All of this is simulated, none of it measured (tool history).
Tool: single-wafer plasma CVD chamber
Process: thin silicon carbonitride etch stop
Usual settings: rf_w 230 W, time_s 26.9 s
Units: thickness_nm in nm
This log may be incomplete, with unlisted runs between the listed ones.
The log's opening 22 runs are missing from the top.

run,day,rf_w,time_s,"read-back reference wafer on the same gauge, thickness_nm",thickness_nm
23,63.125,230,25.1,12.101,14.110
# day 67.150: showerhead replaced
24,67.567,260,22.4,12.093,12.966
25,70.250,275,25.2,12.099,14.838
# day 72.629: RF generator calibrated
26,73.058,210,24.8,12.106,13.501
27,76.904,230,26.9,12.097,15.000
28,79.621,230,26.9,12.109,15.051
29,83.696,230,26.9,12.102,15.039
30,85.979,230,32.1,12.114,17.782
31,89.179,230,26.9,12.117,15.105
32,90.817,195,30.3,12.111,16.191

What if the next run were any one of these 4? Each begins from the tool's condition after run 32:
A,90.833,230,25.2,?,?
B,90.833,195,25.4,?,?
C,90.833,205,26.9,?,?
D,90.833,185,23.4,?,?

run,"read-back reference wafer on the same gauge, thickness_nm",thickness_nm
A,12.102,14.065
B,12.102,13.587
C,12.102,14.574
D,12.102,12.351
Had the tool no hidden state, the same runs would have come out as:
run,thickness_nm
A,14.065
B,13.587
C,14.574
D,12.351
